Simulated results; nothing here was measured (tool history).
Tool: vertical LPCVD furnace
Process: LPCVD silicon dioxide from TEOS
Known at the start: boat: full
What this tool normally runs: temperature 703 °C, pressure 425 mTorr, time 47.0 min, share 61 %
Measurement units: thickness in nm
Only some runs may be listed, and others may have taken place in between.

run   hour  temperature  pressure  time  share  read-back reference wafer on the same gauge, thickness  thickness
  1    0.0          706       355  47.0     61                                                  371.64     388.27
  2   20.3          706       355  47.0     61                                                  372.15     384.29
  3   42.9          703       425  47.0     64                                                  372.61     405.19
  4   55.1          703       425  47.0     64                                                  372.07     403.70
  5   63.1          703       425  47.0     64                                                  372.36     401.83
     119.2  -- TEOS flow controller replaced
     132.6  -- pressure gauge zeroed
  6  133.1          703       425  47.0     61                                                  372.37     392.90
  7  138.1          703       425  47.0     61                                                  372.37     390.40
  8  143.2          703       425  47.0     61                                                  371.70     392.76
     143.5  -- gauge calibrated
  9  163.1          703       425  52.5     61                                                  372.07     436.53
 10  172.8          703       425  47.0     61                                                  371.79     391.00
     201.9  -- thermocouples replaced and temperature profile calibrated
 11  202.4          713       330  55.0     67                                                  371.58     532.55
 12  207.5          706       425  47.0     61                                                  371.60     419.69
 13  218.0          707       380  47.0     72                                                  372.31     442.29
 14  238.1          703       520  34.0     56                                                  372.32     299.65
 15  250.3          703       425  47.0     61                                                  372.09     391.31
 16  264.4          703       520  35.5     53                                                  372.19     304.81
 17  272.7          713       520  53.5     61                                                  371.92     618.97

For run 18, what comes out?
 18  281.5          699       425  29.0     56                                                       ?          ?

{"run 18": {"read-back reference wafer on the same gauge, thickness": 372.03, "thickness": 211.69}}
With no hidden state in the tool, this same run would have given thickness 211.69 nm.
